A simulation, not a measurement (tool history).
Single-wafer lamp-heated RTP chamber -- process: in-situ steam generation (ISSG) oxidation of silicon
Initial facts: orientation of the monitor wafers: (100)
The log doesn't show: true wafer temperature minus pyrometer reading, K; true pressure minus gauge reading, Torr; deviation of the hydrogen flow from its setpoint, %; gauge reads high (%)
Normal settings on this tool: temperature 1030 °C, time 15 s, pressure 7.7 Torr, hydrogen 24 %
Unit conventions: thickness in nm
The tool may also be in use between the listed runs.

run     day  temperature  time  pressure  hydrogen  wafers since the last listed run  wafers since the last pyrometer calibration  hours since the pressure gauge was zeroed  hours since the hydrogen flow controller was replaced  hours since the gauge calibration  read-back reference wafer on the same gauge, thickness  thickness
  1       0         1014    15       7.7        24                                 0                                         8084                                     2141.2                                                 6236.1                              225.3                                                   6.211      5.182
  2   0.425         1014    15       7.7        24                                74                                         8158                                     2151.4                                                 6246.3                              235.5                                                   6.205      5.163
  3   1.004         1030    15       7.7        22                               101                                         8259                                     2165.3                                                 6260.2                              249.4                                                   6.218      5.492
  4   1.408         1030    15       7.7        22                                70                                         8329                                       2175                                                 6269.9                              259.1                                                   6.212      5.494
  5   1.896         1040    15       7.7        24                                85                                         8414                                     2186.7                                                 6281.6                              270.8                                                   6.209        5.9
  6   2.171         1040    15       7.7        24                                47                                         8462                                     2193.3                                                 6288.2                              277.4                                                   6.216      5.856
  7   2.858         1030    15       6.9        24                               119                                         8582                                     2209.8                                                 6304.7                              293.9                                                   6.211      5.551
  8   3.579         1030    15       6.9        24                               125                                         8708                                     2227.1                                                   6322                              311.2                                                   6.211      5.543
  9   4.304         1030    15       6.9        24                               126                                         8834                                     2244.5                                                 6339.4                              328.6                                                   6.207      5.517
 10    5.05         1030    15       7.7        24                               130                                         8965                                     2262.4                                                 6357.3                              346.5                                                    6.21      5.564
 11   5.317         1046    15       7.7        24                                46                                         9011                                     2268.8                                                 6363.7                              352.9                                                   6.205      6.038
      5.729  -- pyrometer window cleaned and pyrometer calibrated
 12   6.012         1014    15       7.7        24                                63                                           49                                     2285.5                                                 6380.4                              369.6                                                   6.206      4.902
 13   6.308         1023    10       6.9        28                                51                                          101                                     2292.6                                                 6387.5                              376.7                                                   6.209      4.476
 14   6.654         1030    15       8.2        24                                60                                          161                                     2300.9                                                 6395.8                                385                                                   6.214      5.308
      7.183  -- pressure gauge zeroed
      7.246  -- hydrogen flow controller replaced
 15   7.267         1030     9       7.7        24                                37                                          198                                          2                                                    0.5                              399.7                                                   6.211      4.196
 16   7.317         1030    15       7.7        24                                 8                                          207                                        3.2                                                    1.7                              400.9                                                   6.214      5.347
 17   7.821         1030    15       7.7        24                                87                                          295                                       15.3                                                   13.8                                413                                                   6.206      5.347
 18    8.15         1030    15       7.7        24                                57                                          353                                       23.2                                                   21.7                              420.9                                                   6.208      5.359
 19     8.5         1030    15       7.7        24                                61                                          414                                       31.6                                                   30.1                              429.3                                                    6.21      5.341
 20   8.933         1030    15       7.7        24                                75                                          489                                         42                                                   40.5                              439.7                                                   6.203      5.347
 21   9.242         1041    11       8.1        19                                53                                          543                                       49.4                                                   47.9                              447.1                                                   6.214      4.619
 22   9.717         1020    15       7.7        24                                82                                          626                                       60.8                                                   59.3                              458.5                                                   6.201      5.089
 23   10.25         1030    20       7.7        21                                93                                          719                                       73.6                                                   72.1                              471.3                                                   6.216      5.963
     10.529  -- gauge calibrated
 24  10.846         1013    12       8.3        24                               103                                          823                                       87.9                                                   86.4                                7.6                                                   6.208      4.497
 25    11.1         1015    21       7.7        24                                44                                          867                                         94                                                   92.5                               13.7                                                   6.214      5.932
 26  13.342         1030    15       8.6        32                               390                                         1258                                      147.8                                                  146.3                               67.5                                                   6.213       5.76
 27  14.038         1039    15       7.7        24                               121                                         1379                                      164.5                                                    163                               84.2                                                   6.206       5.71
 28  14.771         1030    15       8.1        24                               127                                         1507                                      182.1                                                  180.6                              101.8                                                   6.202      5.426
 29  15.421         1030    15       7.7        17                               113                                         1621                                      197.7                                                  196.2                              117.4                                                    6.22      4.995
 30  15.688         1030    15       7.7        24                                46                                         1667                                      204.1                                                  202.6                              123.8                                                   6.214      5.395

Below, some changes in thickness between adjacent runs. For each, the amount present without the hidden state too (settings, incoming material, random variation) and the amount remaining for the hidden state with gauge scatter not shared by both compared results:
Run 2 -> 3: temperature 1014 -> 1030, hydrogen 24 -> 22. thickness +0.329 nm: hidden state +0.043, all else +0.286.
Run 10 -> 11: temperature 1030 -> 1046. thickness +0.474 nm: hidden state +0.054, all else +0.42.
Run 11 -> 12: temperature 1046 -> 1014, pyrometer window cleaned and pyrometer calibrated. thickness -1.136 nm: hidden state -0.325, all else -0.811.
Run 15 -> 16: time 9 -> 15. thickness +1.151 nm: hidden state +0.014, all else +1.137.
Run 23 -> 24: temperature 1030 -> 1013, time 20 -> 12, pressure 7.7 -> 8.3, hydrogen 21 -> 24, gauge calibrated. thickness -1.466 nm: hidden state -0.035, all else -1.431.
Run 24 -> 25: temperature 1013 -> 1015, time 12 -> 21, pressure 8.3 -> 7.7. thickness +1.435 nm: hidden state +0.038, all else +1.397.

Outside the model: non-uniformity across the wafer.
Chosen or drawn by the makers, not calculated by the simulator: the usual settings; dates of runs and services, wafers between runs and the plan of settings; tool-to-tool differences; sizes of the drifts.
